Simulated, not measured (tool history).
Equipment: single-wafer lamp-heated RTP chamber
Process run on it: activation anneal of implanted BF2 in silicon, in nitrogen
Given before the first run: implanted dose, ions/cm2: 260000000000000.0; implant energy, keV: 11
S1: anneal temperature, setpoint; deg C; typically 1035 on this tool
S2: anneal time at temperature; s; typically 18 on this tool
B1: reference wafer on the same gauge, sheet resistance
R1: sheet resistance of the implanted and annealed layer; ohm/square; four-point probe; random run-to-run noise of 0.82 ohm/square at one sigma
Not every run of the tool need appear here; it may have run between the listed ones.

Run 1, hour 0.0: usual settings; B1 499.77. Result: R1 461.87 ohm/square.
Run 2, hour 66.6: usual settings; B1 500.03. Result: R1 460.51 ohm/square.
Run 3, hour 100.2: usual settings; B1 499.71. Result: R1 461.64 ohm/square.
Run 4, hour 166.8: usual settings; B1 500.02. Result: R1 460.27 ohm/square.
Run 5, hour 205.9: usual settings but S2 14 s; B1 499.88. Result: R1 466.61 ohm/square.
Run 6, hour 238.9: usual settings but S2 14 s; B1 499.94. Result: R1 464.67 ohm/square.
Run 7, hour 290.2: usual settings but S1 1028 deg C; B1 500.31. Result: R1 463.13 ohm/square.
Run 8, hour 346.9: usual settings but S2 25 s; B1 499.66. Result: R1 457.03 ohm/square.
Run 9, hour 392.8: usual settings but S2 25 s; B1 499.76. Result: R1 454.87 ohm/square.
Run 10, hour 426.1: usual settings but S1 1012 deg C, S2 23 s; B1 499.99. Result: R1 465.11 ohm/square.
Run 11, hour 470.5: usual settings; B1 499.98. Result: R1 459.87 ohm/square.
Run 12, hour 496.2: usual settings; B1 500.14. Result: R1 461.35 ohm/square.
Run 13, hour 555.5: usual settings; B1 500.10. Result: R1 459.19 ohm/square.
Run 14, hour 594.8: usual settings but S1 1060 deg C, S2 7 s; B1 500.13. Result: R1 463.82 ohm/square.
Run 15, hour 712.0: usual settings but S1 1056 deg C, S2 15 s; B1 500.13. Result: R1 455.11 ohm/square.
Run 16, hour 761.7: usual settings but S1 1015 deg C, S2 14 s; B1 499.87. Result: R1 471.02 ohm/square.
Run 17, hour 821.9: usual settings but S1 1018 deg C, S2 26 s; B1 499.69. Result: R1 458.53 ohm/square.
Run 18, hour 892.2: usual settings but S1 1057 deg C; B1 499.87. Result: R1 449.93 ohm/square.
Run 19, hour 952.8: usual settings but S1 1015 deg C, S2 8 s; B1 500.32. Result: R1 480.33 ohm/square.
Run 20, hour 992.6: usual settings but S1 1016 deg C, S2 25 s; B1 499.53. Result: R1 464.38 ohm/square.
Run 21, hour 1048.4: usual settings but S1 1060 deg C, S2 25 s; B1 500.33. Result: R1 446.70 ohm/square.
Run 22, hour 1096.8: usual settings; B1 499.90. Result: R1 459.88 ohm/square.
Run 23, hour 1153.5: usual settings; B1 499.92. Result: R1 462.20 ohm/square.
Run 24, hour 1187.0: usual settings; B1 500.00. Result: R1 461.50 ohm/square.

Taken out of this log: 3 entries between the listed runs. Where each belongs, and how the hidden state differs across it:
In the gap between runs 10 and 11: reflector plate cleaned (hour 462.4)
  true wafer temperature minus pyrometer reading, K: 3.45 -> 4.02
  the result without the hidden state subtracted from the measured one, R1: -1.71 -> -1.40 ohm/square
In the gap between runs 12 and 13: gauge calibrated (hour 551.9)
  true wafer temperature minus pyrometer reading, K: 4.37 -> 5.26
  the result without the hidden state subtracted from the measured one, R1: -1.54 -> -1.83 ohm/square
In the gap between runs 18 and 19: pyrometer window cleaned and pyrometer calibrated (hour 934.1)
  true wafer temperature minus pyrometer reading, K: 11.9 -> 0.428
  the result without the hidden state subtracted from the measured one, R1: -3.96 -> -0.18 ohm/square
